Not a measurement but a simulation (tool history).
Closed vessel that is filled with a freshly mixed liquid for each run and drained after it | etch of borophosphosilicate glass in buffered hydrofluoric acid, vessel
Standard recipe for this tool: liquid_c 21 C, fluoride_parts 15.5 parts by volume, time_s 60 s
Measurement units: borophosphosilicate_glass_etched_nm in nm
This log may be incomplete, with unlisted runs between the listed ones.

run,hour,liquid_c,fluoride_parts,time_s,"read-back film thickness of the borophosphosilicate glass reference wafer, read on the same gauge (nm)",borophosphosilicate_glass_etched_nm
1,0,21,15.5,60,150,78.09
2,24.2,21,15.5,60,150.01,78.86
# hour 31.9: thermometer replaced
3,74.1,21,15.5,60,149.99,83.8
4,100.1,21,15.5,60,149.96,84.09
5,129.6,21,15.5,60,149.99,83.84
6,146.9,21,15.5,60,149.98,84.07
7,163.9,21,15.5,60,150.03,83.98
8,189,19.5,15.5,60,150.02,76.83
9,223.3,21,9.5,60,149.95,132.05
10,255.1,21,19.5,60,149.99,65.94
# hour 268: gauge calibrated
11,288.5,21,18.5,30,150.02,34.57
12,313.2,18.5,18.5,60,149.99,60.64
13,342.5,23.5,15.5,60,149.99,95.06
14,376.9,21,15.5,60,149.97,83.42
15,389.7,21,15.5,60,149.98,82.9
16,417,21,15.5,60,149.98,83.66
17,431.3,21,15.5,60,149.98,82.94
# hour 475.4: hydrofluoric acid flow meter replaced
18,524.5,21,15.5,60,149.99,82.92
19,540,21,15.5,30,150.01,41.61
20,575.1,25,15.5,60,150,103.03
21,594.9,21,12,80,150.01,142.61
22,618.7,17,15.5,30,149.97,33.03
23,635.1,22.5,11.5,60,149.96,120.78
24,669,18,17.5,50,149.98,51.41
25,699.5,21,15.5,60,150,83.39
26,729.2,21,15.5,60,149.97,81.79
27,753.6,17,19.5,60,149.99,52.3
28,785.8,21,11,60,150.03,115.62
29,806.7,21,10.5,60,150.03,120.94
30,833,23,15.5,35,149.98,53.55
31,856.7,19,15.5,30,150.01,36.48
32,881,21,15.5,80,149.99,109.16

Pick out some run-to-run changes in borophosphosilicate_glass_etched_nm. Of each, how much would a tool without hidden state show as well, from the settings, what came in and chance, and how much is left for the hidden state and any gauge scatter not in both results compared?
What the log doesn't record here: liquid colder than its thermometer reads (K); hydrofluoric acid flow below the setpoint (%); gauge reads high (%).
Run 2 -> 3: thermometer replaced. borophosphosilicate_glass_etched_nm +4.94 nm: hidden state +5.18, all else -0.24.
Run 21 -> 22: liquid_c 21 -> 17, fluoride_parts 12 -> 15.5, time_s 80 -> 30. borophosphosilicate_glass_etched_nm -109.58 nm: hidden state +2.9, all else -112.48.
Run 22 -> 23: liquid_c 17 -> 22.5, fluoride_parts 15.5 -> 11.5, time_s 30 -> 60. borophosphosilicate_glass_etched_nm +87.75 nm: hidden state -2.42, all else +90.17.
Run 31 -> 32: liquid_c 19 -> 21, time_s 30 -> 80. borophosphosilicate_glass_etched_nm +72.68 nm: hidden state -2.46, all else +75.14.

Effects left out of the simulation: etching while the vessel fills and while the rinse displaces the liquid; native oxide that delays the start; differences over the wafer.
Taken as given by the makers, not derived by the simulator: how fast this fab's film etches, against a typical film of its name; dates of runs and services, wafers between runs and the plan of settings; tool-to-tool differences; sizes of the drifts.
